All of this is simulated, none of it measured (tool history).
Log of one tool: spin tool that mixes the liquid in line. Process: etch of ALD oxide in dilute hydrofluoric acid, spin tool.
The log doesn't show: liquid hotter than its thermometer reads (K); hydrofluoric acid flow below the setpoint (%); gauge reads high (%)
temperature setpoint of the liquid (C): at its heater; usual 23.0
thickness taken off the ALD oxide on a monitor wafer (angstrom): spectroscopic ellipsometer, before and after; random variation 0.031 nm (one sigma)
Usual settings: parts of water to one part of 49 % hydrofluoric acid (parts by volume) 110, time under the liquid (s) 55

run,hour,temperature setpoint of the liquid (C),parts of water to one part of 49 % hydrofluoric acid (parts by volume),time under the liquid (s),wafers since the last listed run,hours since the thermometer was replaced,hours since the hydrofluoric acid flow meter was replaced,hours since the gauge calibration,"read-back film thickness of the ALD oxide reference wafer, read on the same gauge (nm)",thickness taken off the ALD oxide on a monitor wafer (angstrom)
1,0.0,23.0,110,30,0,2610.6,1781.6,239.6,100.00,28.8
2,15.9,23.0,110,30,109,2626.5,1797.5,255.5,100.03,28.9
3,31.5,19.0,110,55,107,2642.1,1813.1,271.1,100.00,45.3
4,41.5,23.0,80,30,69,2652.1,1823.1,281.1,100.00,41.8
5,50.7,23.0,80,30,63,2661.3,1832.3,290.3,99.99,41.6
6,63.1,23.0,70,55,85,2673.7,1844.7,302.7,99.98,88.1
7,74.5,23.0,70,55,78,2685.1,1856.1,314.1,100.01,87.4
8,87.6,25.5,110,30,90,2698.2,1869.2,327.2,100.01,31.8
9,105.5,25.5,110,30,123,2716.1,1887.1,345.1,99.99,31.4
10,121.5,25.5,110,30,110,2732.1,1903.1,361.1,100.03,31.8
11,135.5,23.0,110,55,96,2746.1,1917.1,375.1,99.99,52.8
# hour 138.6: gauge calibrated
12,150.9,23.0,110,55,106,2761.5,1932.5,12.3,99.99,52.6
13,165.3,23.0,110,55,99,2775.9,1946.9,26.7,100.01,52.4
14,178.7,24.5,75,55,92,2789.3,1960.3,40.1,99.98,86.4
15,193.2,23.0,65,20,100,2803.8,1974.8,54.6,100.00,34.4
16,204.3,27.0,65,40,76,2814.9,1985.9,65.7,100.02,80.6
17,218.6,23.0,110,30,98,2829.2,2000.2,80.0,100.00,28.5
# hour 224.1: hydrofluoric acid flow meter replaced
# hour 225.7: thermometer replaced
18,234.7,23.0,70,55,97,9.0,10.6,96.1,99.98,100.9
19,250.6,21.0,90,85,109,24.9,26.5,112.0,100.04,108.1
20,258.9,23.0,110,35,57,33.2,34.8,120.3,100.04,38.5
21,274.0,23.0,75,55,104,48.3,49.9,135.4,100.01,91.9
22,287.8,21.0,95,55,95,62.1,63.7,149.2,99.99,66.0
23,305.3,25.0,150,70,120,79.6,81.2,166.7,100.01,57.8
24,321.2,26.0,55,55,109,95.5,97.1,182.6,99.96,146.4
25,329.5,23.0,70,55,57,103.8,105.4,190.9,100.00,100.2
26,341.2,23.0,125,55,80,115.5,117.1,202.6,100.01,51.9
27,357.3,23.0,110,75,111,131.6,133.2,218.7,100.03,82.5

5 ways to go on from here, each from the tool as it stands after run 27. What would each give?
A,357.7,23.0,110,55,2,132.0,133.6,219.1,?,?
B,357.7,23.0,155,30,2,132.0,133.6,219.1,?,?
C,357.7,19.5,130,30,2,132.0,133.6,219.1,?,?
D,357.7,27.0,155,65,2,132.0,133.6,219.1,?,?
E,357.7,25.0,110,75,2,132.0,133.6,219.1,?,?

run,"read-back film thickness of the ALD oxide reference wafer, read on the same gauge (nm)",thickness taken off the ALD oxide on a monitor wafer (angstrom)
A,99.99,60.0
B,99.99,22.0
C,99.99,23.5
D,99.99,55.5
E,99.99,88.5
Without the tool's hidden state the same runs would have given:
run,thickness taken off the ALD oxide on a monitor wafer (angstrom)
A,61.2
B,22.5
C,24.0
D,56.7
E,90.3

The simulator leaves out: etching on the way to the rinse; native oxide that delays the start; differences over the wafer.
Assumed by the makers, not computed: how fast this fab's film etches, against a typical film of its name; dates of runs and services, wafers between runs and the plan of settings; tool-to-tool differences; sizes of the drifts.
